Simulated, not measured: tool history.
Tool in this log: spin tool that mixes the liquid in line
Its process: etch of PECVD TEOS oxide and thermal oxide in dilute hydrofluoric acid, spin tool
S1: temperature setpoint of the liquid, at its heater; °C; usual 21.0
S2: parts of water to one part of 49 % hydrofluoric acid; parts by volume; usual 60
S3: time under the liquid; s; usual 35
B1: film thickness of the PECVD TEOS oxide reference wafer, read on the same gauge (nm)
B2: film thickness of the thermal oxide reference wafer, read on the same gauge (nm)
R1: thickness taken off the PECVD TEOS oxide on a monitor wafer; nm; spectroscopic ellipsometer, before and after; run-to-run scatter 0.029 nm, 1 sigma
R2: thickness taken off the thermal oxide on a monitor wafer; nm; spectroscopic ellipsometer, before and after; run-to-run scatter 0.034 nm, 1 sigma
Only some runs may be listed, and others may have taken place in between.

{"run": 1, "hour": 0.0, "S1": 21.0, "S2": 75, "S3": 35, "B1": 150.05, "B2": 90.011, "R1": 6.67, "R2": 1.78}
{"run": 2, "hour": 13.7, "S1": 21.0, "S2": 60, "S3": 35, "B1": 150.04, "B2": 89.981, "R1": 8.49, "R2": 2.271}
{"run": 3, "hour": 21.9, "S1": 21.0, "S2": 60, "S3": 35, "B1": 150.01, "B2": 89.98, "R1": 8.5, "R2": 2.236}
{"run": 4, "hour": 30.2, "S1": 21.0, "S2": 60, "S3": 35, "B1": 149.99, "B2": 90.012, "R1": 8.45, "R2": 2.214}
{"run": 5, "hour": 45.6, "S1": 23.0, "S2": 45, "S3": 35, "B1": 150.0, "B2": 90.04, "R1": 12.51, "R2": 3.269}
{"run": 6, "hour": 57.7, "S1": 23.0, "S2": 45, "S3": 35, "B1": 149.98, "B2": 89.976, "R1": 12.55, "R2": 3.304}
{"run": 7, "hour": 68.6, "S1": 23.0, "S2": 45, "S3": 35, "B1": 150.0, "B2": 89.956, "R1": 12.48, "R2": 3.292}
{"hour": 73.6, "done": "gauge calibrated"}
{"run": 8, "hour": 81.4, "S1": 21.0, "S2": 60, "S3": 35, "B1": 150.05, "B2": 90.013, "R1": 8.39, "R2": 2.253}
{"hour": 86.7, "done": "thermometer replaced"}
{"run": 9, "hour": 90.6, "S1": 21.0, "S2": 60, "S3": 35, "B1": 149.94, "B2": 89.987, "R1": 9.13, "R2": 2.432}
{"run": 10, "hour": 105.4, "S1": 17.0, "S2": 50, "S3": 25, "B1": 149.97, "B2": 89.99, "R1": 6.68, "R2": 1.769}
{"run": 11, "hour": 119.1, "S1": 21.0, "S2": 40, "S3": 35, "B1": 150.02, "B2": 90.009, "R1": 14.05, "R2": 3.778}
{"run": 12, "hour": 127.1, "S1": 19.0, "S2": 60, "S3": 55, "B1": 150.0, "B2": 89.984, "R1": 13.14, "R2": 3.438}
{"run": 13, "hour": 144.8, "S1": 17.0, "S2": 45, "S3": 45, "B1": 150.02, "B2": 90.02, "R1": 13.34, "R2": 3.503}
{"hour": 153.2, "done": "hydrofluoric acid flow meter replaced"}
{"run": 14, "hour": 153.7, "S1": 21.0, "S2": 50, "S3": 45, "B1": 150.03, "B2": 89.996, "R1": 16.27, "R2": 4.265}
{"hour": 185.9, "done": "gauge calibrated"}
{"run": 15, "hour": 190.5, "S1": 21.0, "S2": 60, "S3": 35, "B1": 150.0, "B2": 90.012, "R1": 10.46, "R2": 2.791}
{"run": 16, "hour": 198.2, "S1": 17.0, "S2": 75, "S3": 20, "B1": 150.0, "B2": 90.031, "R1": 3.95, "R2": 1.031}

Each row is a separate what-if for the run after 16, all from the same tool condition, not one after another. Results?
{"run": "A", "hour": 198.6, "S1": 21.0, "S2": 45, "S3": 35, "B1": "?", "B2": "?", "R1": "?", "R2": "?"}
{"run": "B", "hour": 198.6, "S1": 18.0, "S2": 60, "S3": 20, "B1": "?", "B2": "?", "R1": "?", "R2": "?"}
{"run": "C", "hour": 198.6, "S1": 23.0, "S2": 60, "S3": 35, "B1": "?", "B2": "?", "R1": "?", "R2": "?"}
{"run": "D", "hour": 198.6, "S1": 25.5, "S2": 60, "S3": 25, "B1": "?", "B2": "?", "R1": "?", "R2": "?"}

run=A B1=150.02 B2=90.015 R1=14.12 R2=3.753
run=B B1=150.02 B2=90.015 R1=5.23 R2=1.390
run=C B1=150.02 B2=90.015 R1=11.30 R2=3.004
run=D B1=150.02 B2=90.015 R1=8.95 R2=2.377
Had the tool no hidden state, the same runs would have come out as:
run=A R1=14.66 R2=3.897
run=B R1=5.43 R2=1.444
run=C R1=11.73 R2=3.118
run=D R1=9.28 R2=2.466
